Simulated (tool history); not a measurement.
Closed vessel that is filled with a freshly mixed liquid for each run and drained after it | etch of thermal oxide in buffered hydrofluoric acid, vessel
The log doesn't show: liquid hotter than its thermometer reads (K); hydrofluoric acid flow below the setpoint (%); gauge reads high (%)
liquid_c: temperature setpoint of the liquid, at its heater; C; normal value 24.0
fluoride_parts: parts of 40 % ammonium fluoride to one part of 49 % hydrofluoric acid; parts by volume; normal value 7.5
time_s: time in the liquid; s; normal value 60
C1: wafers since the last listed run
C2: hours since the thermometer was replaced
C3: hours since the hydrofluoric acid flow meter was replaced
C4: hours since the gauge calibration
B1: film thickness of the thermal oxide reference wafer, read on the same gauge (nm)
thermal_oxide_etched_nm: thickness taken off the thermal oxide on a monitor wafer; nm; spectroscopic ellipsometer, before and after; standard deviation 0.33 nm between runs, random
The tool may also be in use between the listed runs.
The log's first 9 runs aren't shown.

run 10 hour=856.2 | liquid_c=24.0 fluoride_parts=7.5 time_s=60 | C1=12263 C2=1300.5 C3=439.7 C4=990.7 | B1=39.31 | thermal_oxide_etched_nm=86.85
run 11 hour=923.5 | liquid_c=24.0 fluoride_parts=7.5 time_s=60 | C1=8798 C2=1367.8 C3=507.0 C4=1058.0 | B1=39.25 | thermal_oxide_etched_nm=86.08
run 12 hour=1002.7 | liquid_c=24.0 fluoride_parts=7.5 time_s=35 | C1=10354 C2=1447.0 C3=586.2 C4=1137.2 | B1=39.19 | thermal_oxide_etched_nm=50.42
run 13 hour=1045.1 | liquid_c=28.0 fluoride_parts=9.5 time_s=80 | C1=5543 C2=1489.4 C3=628.6 C4=1179.6 | B1=39.16 | thermal_oxide_etched_nm=113.48
-- hour=1134.1 hydrofluoric acid flow meter replaced
run 14 hour=1141.1 | liquid_c=27.5 fluoride_parts=5.5 time_s=70 | C1=12420 C2=1585.4 C3=7.0 C4=1275.6 | B1=39.11 | thermal_oxide_etched_nm=161.40
run 15 hour=1187.7 | liquid_c=24.0 fluoride_parts=7.5 time_s=60 | C1=6092 C2=1632.0 C3=53.6 C4=1322.2 | B1=39.05 | thermal_oxide_etched_nm=86.39
run 16 hour=1245.1 | liquid_c=22.0 fluoride_parts=9.0 time_s=40 | C1=7504 C2=1689.4 C3=111.0 C4=1379.6 | B1=39.01 | thermal_oxide_etched_nm=42.06
run 17 hour=1297.7 | liquid_c=24.0 fluoride_parts=7.5 time_s=60 | C1=6876 C2=1742.0 C3=163.6 C4=1432.2 | B1=38.97 | thermal_oxide_etched_nm=86.16
run 18 hour=1361.0 | liquid_c=24.0 fluoride_parts=7.5 time_s=45 | C1=8275 C2=1805.3 C3=226.9 C4=1495.5 | B1=38.90 | thermal_oxide_etched_nm=64.46
run 19 hour=1435.4 | liquid_c=20.5 fluoride_parts=9.0 time_s=40 | C1=9726 C2=1879.7 C3=301.3 C4=1569.9 | B1=38.86 | thermal_oxide_etched_nm=38.57
run 20 hour=1515.8 | liquid_c=25.5 fluoride_parts=7.5 time_s=60 | C1=10511 C2=1960.1 C3=381.7 C4=1650.3 | B1=38.81 | thermal_oxide_etched_nm=93.09
-- hour=1551.2 thermometer replaced
run 21 hour=1583.0 | liquid_c=24.0 fluoride_parts=7.5 time_s=60 | C1=8654 C2=31.8 C3=448.9 C4=1717.5 | B1=38.76 | thermal_oxide_etched_nm=85.61

Run 22 is up next; what results do you expect?
run 22 hour=1643.3 | liquid_c=21.0 fluoride_parts=7.5 time_s=60 | C1=7883 C2=92.1 C3=509.2 C4=1777.8 | B1=? | thermal_oxide_etched_nm=?

Run 22 produced B1 38.70, thermal_oxide_etched_nm 72.40 nm.
Were there no unlogged condition in the tool, this run, its random variation unchanged, would have produced thermal_oxide_etched_nm 74.82 nm.
